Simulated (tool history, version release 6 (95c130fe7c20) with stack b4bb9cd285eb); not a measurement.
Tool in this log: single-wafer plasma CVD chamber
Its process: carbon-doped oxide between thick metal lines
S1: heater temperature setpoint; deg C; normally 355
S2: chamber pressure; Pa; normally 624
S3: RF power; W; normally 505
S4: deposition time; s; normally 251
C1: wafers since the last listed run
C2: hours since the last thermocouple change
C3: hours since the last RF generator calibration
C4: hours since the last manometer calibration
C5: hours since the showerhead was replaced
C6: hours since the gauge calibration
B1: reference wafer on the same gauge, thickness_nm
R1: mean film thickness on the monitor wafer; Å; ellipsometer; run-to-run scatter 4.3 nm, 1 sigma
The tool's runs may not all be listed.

run   hour   S1   S2   S3   S4   C1      C2      C3      C4      C5     C6        B1        R1
  1      0  355  624  505  251    0    1041  1525.4  1404.9  5618.3  299.8  1354.801  13421.65
  2   42.7  355  624  505  230  312  1083.7  1568.1  1447.6    5661  342.5  1357.118  12374.53
  3   99.7  355  624  505  230  417  1140.7  1625.1  1504.6    5718  399.5  1357.393  12394.82
  4  169.3  355  624  505  230  509  1210.3  1694.7  1574.2  5787.6  469.1  1358.084  12435.63
  5  206.4  355  624  505  251  271  1247.4  1731.8  1611.3  5824.7  506.2  1358.788  13457.17
     293.5  -- gauge calibrated
  6  301.8  355  624  505  251  698  1342.8  1827.2  1706.7  5920.1    8.3  1339.827  13347.15
  7  384.9  355  624  505  251  608  1425.9  1910.3  1789.8  6003.2   91.4  1345.305  13305.21

Run 8 comes next. What will it give?
     413.6  -- capacitance manometer re-zeroed and calibrated
  8  427.2  355  624  550  235  251  1468.2  1952.6  13.6  6045.5  133.7   ?   ?

B1: 1348.617
R1: 12942.81 Å
Had the tool carried no hidden state, the very same run would have given R1 12864.48 Å.

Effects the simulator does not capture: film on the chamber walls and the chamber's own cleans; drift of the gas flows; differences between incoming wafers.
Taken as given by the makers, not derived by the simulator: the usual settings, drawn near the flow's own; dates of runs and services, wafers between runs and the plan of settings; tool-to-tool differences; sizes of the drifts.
